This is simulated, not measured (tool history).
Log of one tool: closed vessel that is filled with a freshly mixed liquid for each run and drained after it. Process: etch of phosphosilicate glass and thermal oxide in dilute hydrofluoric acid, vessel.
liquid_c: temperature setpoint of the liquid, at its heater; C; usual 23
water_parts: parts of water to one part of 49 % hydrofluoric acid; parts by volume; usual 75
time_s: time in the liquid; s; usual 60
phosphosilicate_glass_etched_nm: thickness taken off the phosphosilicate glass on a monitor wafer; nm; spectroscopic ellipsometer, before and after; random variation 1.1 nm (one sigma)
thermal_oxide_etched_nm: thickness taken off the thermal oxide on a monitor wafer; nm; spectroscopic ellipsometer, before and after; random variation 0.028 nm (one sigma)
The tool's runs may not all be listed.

run,hour,liquid_c,water_parts,time_s,wafers since the last listed run,hours since the thermometer was replaced,hours since the hydrofluoric acid flow meter was replaced,hours since the gauge calibration,"read-back film thickness of the phosphosilicate glass reference wafer, read on the same gauge (nm)","read-back film thickness of the thermal oxide reference wafer, read on the same gauge (nm)",phosphosilicate_glass_etched_nm,thermal_oxide_etched_nm
1,0,26.5,75,60,0,1660.1,73.8,464.7,109.98,139.987,169.92,4.385
2,16.2,26,75,60,1553,1676.3,90,480.9,110.04,139.997,164.79,4.306
3,37.2,26,75,60,2014,1697.3,111,501.9,109.99,140.008,168.32,4.313
4,59.9,21,75,60,2177,1720,133.7,524.6,109.99,140.01,135.34,3.534
5,72.9,21,75,60,1247,1733,146.7,537.6,109.97,140.026,135.84,3.502
6,87.7,21,75,60,1419,1747.8,161.5,552.4,109.99,139.973,134.71,3.563
7,104.7,23,75,60,1630,1764.8,178.5,569.4,110.01,140.003,146.77,3.852
8,122.9,23,75,60,1745,1783,196.7,587.6,110.01,139.991,149.05,3.842
9,146.2,26.5,75,85,2235,1806.3,220,610.9,109.98,139.974,242.9,6.203
# hour 169.7: thermometer replaced
10,171.3,25.5,50,80,2311,1.6,245.1,636,109.99,139.995,369.21,9.568
# hour 193.2: gauge calibrated
11,198.8,20,60,30,2637,29.1,272.6,5.6,110.04,140.013,90.28,2.379
12,211.2,27,75,60,1189,41.5,285,18,110.01,139.997,191.51,4.952
13,240.5,26.5,45,75,2810,70.8,314.3,47.3,109.99,140.001,400.66,10.528
14,266.8,23,75,60,2522,97.1,340.6,73.6,109.99,139.999,162.43,4.242
15,281.8,21.5,55,90,1438,112.1,355.6,88.6,110,139.996,317.94,8.254
16,297.8,23,75,60,1534,128.1,371.6,104.6,109.98,139.984,160.99,4.23
17,322.8,23,75,85,2398,153.1,396.6,129.6,109.98,139.984,231.62,5.885
18,339.8,27,75,90,1630,170.1,413.6,146.6,110.01,139.999,284.4,7.4
# hour 343.3: hydrofluoric acid flow meter replaced
19,357.4,27,40,60,1592,187.7,14.1,164.2,109.97,139.99,362.73,9.332

Forecast run 20:
20,371.4,23,75,60,1342,201.7,28.1,178.2,?,?,?,?

read-back film thickness of the phosphosilicate glass reference wafer, read on the same gauge (nm): 110.03
read-back film thickness of the thermal oxide reference wafer, read on the same gauge (nm): 139.992
phosphosilicate_glass_etched_nm: 157.48 nm
thermal_oxide_etched_nm: 4.11 nm
Without the tool's hidden state the same run would have given phosphosilicate_glass_etched_nm 159.7 nm, thermal_oxide_etched_nm 4.168 nm.
